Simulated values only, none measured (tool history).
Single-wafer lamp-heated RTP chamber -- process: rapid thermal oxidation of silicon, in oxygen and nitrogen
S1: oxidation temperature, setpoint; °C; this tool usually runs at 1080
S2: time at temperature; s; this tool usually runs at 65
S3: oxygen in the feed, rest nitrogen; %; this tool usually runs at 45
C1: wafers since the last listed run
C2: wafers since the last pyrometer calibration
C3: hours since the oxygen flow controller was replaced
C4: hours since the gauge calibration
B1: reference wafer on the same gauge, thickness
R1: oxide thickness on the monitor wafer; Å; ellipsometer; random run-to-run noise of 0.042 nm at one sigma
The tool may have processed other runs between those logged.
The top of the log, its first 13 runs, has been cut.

| run | hour | S1 | S2 | S3 | C1 | C2 | C3 | C4 | B1 | R1 |
|---|---|---|---|---|---|---|---|---|---|---|
| 14 | 942.8 | 1080 | 65 | 45 | 942 | 1439 | 1686.8 | 1918.5 | 7.860 | 79.11 |
| 15 | 1037.8 | 1066 | 65 | 68 | 939 | 2379 | 1781.8 | 2013.5 | 7.856 | 83.94 |
| 16 | 1095.3 | 1066 | 65 | 68 | 568 | 2948 | 1839.3 | 2071.0 | 7.868 | 83.91 |
| 17 | 1153.9 | 1066 | 65 | 68 | 579 | 3528 | 1897.9 | 2129.6 | 7.851 | 83.92 |
| 18 | 1307.3 | 1103 | 73 | 45 | 1517 | 5046 | 2051.3 | 2283.0 | 7.866 | 96.19 |
| 19 | 1354.0 | 1103 | 73 | 45 | 462 | 5508 | 2098.0 | 2329.7 | 7.863 | 96.57 |
| 20 | 1423.4 | 1064 | 38 | 17 | 686 | 6194 | 2167.4 | 2399.1 | 7.869 | 40.46 |
|  | 1458.9 | gauge calibrated |
|  | 1530.3 | pyrometer window cleaned and pyrometer calibrated |
| 21 | 1530.8 | 1059 | 85 | 35 | 983 | 5 | 2274.8 | 71.9 | 7.860 | 70.91 |
| 22 | 1631.8 | 1105 | 84 | 23 | 999 | 1004 | 2375.8 | 172.9 | 7.872 | 81.65 |
|  | 1677.7 | oxygen flow controller replaced |
| 23 | 1678.2 | 1080 | 95 | 45 | 379 | 1384 | 0.5 | 219.3 | 7.860 | 93.74 |
| 24 | 1770.6 | 1072 | 65 | 59 | 914 | 2298 | 92.9 | 311.7 | 7.878 | 83.53 |
| 25 | 1852.6 | 1080 | 52 | 27 | 811 | 3110 | 174.9 | 393.7 | 7.872 | 59.91 |
| 26 | 1913.8 | 1080 | 37 | 34 | 605 | 3715 | 236.1 | 454.9 | 7.869 | 56.19 |
| 27 | 2001.7 | 1071 | 65 | 30 | 869 | 4585 | 324.0 | 542.8 | 7.878 | 65.43 |
| 28 | 2066.8 | 1071 | 65 | 45 | 644 | 5229 | 389.1 | 607.9 | 7.877 | 75.22 |
| 29 | 2108.1 | 1090 | 65 | 45 | 408 | 5638 | 430.4 | 649.2 | 7.864 | 84.38 |
| 30 | 2169.3 | 1070 | 43 | 30 | 605 | 6243 | 491.6 | 710.4 | 7.870 | 53.89 |
| 31 | 2223.1 | 1098 | 46 | 45 | 532 | 6775 | 545.4 | 764.2 | 7.866 | 76.62 |
| 32 | 2275.5 | 1059 | 91 | 24 | 518 | 7294 | 597.8 | 816.6 | 7.869 | 64.11 |
|  | 2297.8 | pyrometer window cleaned and pyrometer calibrated |
| 33 | 2311.9 | 1080 | 65 | 45 | 280 | 139 | 634.2 | 853.0 | 7.858 | 78.87 |
| 34 | 2354.1 | 1061 | 93 | 58 | 417 | 557 | 676.4 | 895.2 | 7.875 | 90.14 |
| 35 | 2435.0 | 1080 | 82 | 74 | 800 | 1357 | 757.3 | 976.1 | 7.852 | 106.04 |
| 36 | 2519.1 | 1100 | 79 | 71 | 832 | 2189 | 841.4 | 1060.2 | 7.876 | 114.07 |
| 37 | 2601.7 | 1066 | 65 | 68 | 817 | 3006 | 924.0 | 1142.8 | 7.885 | 84.09 |
| 38 | 2696.3 | 1080 | 38 | 45 | 935 | 3942 | 1018.6 | 1237.4 | 7.858 | 62.53 |

Below are 3 alternative next runs, each starting from the tool's condition after run 38. Predict each:
| A | 2696.7 | 1080 | 65 | 45 | 3 | 3946 | 1019.0 | 1237.8 | ? | ? |
| B | 2696.7 | 1080 | 65 | 71 | 3 | 3946 | 1019.0 | 1237.8 | ? | ? |
| C | 2696.7 | 1105 | 91 | 45 | 3 | 3946 | 1019.0 | 1237.8 | ? | ? |

| run | B1 | R1 |
|---|---|---|
| A | 7.885 | 79.28 |
| B | 7.885 | 93.28 |
| C | 7.885 | 108.09 |
Without the tool's hidden state the same runs would have given:
| run | R1 |
|---|---|
| A | 79.28 |
| B | 93.28 |
| C | 108.09 |
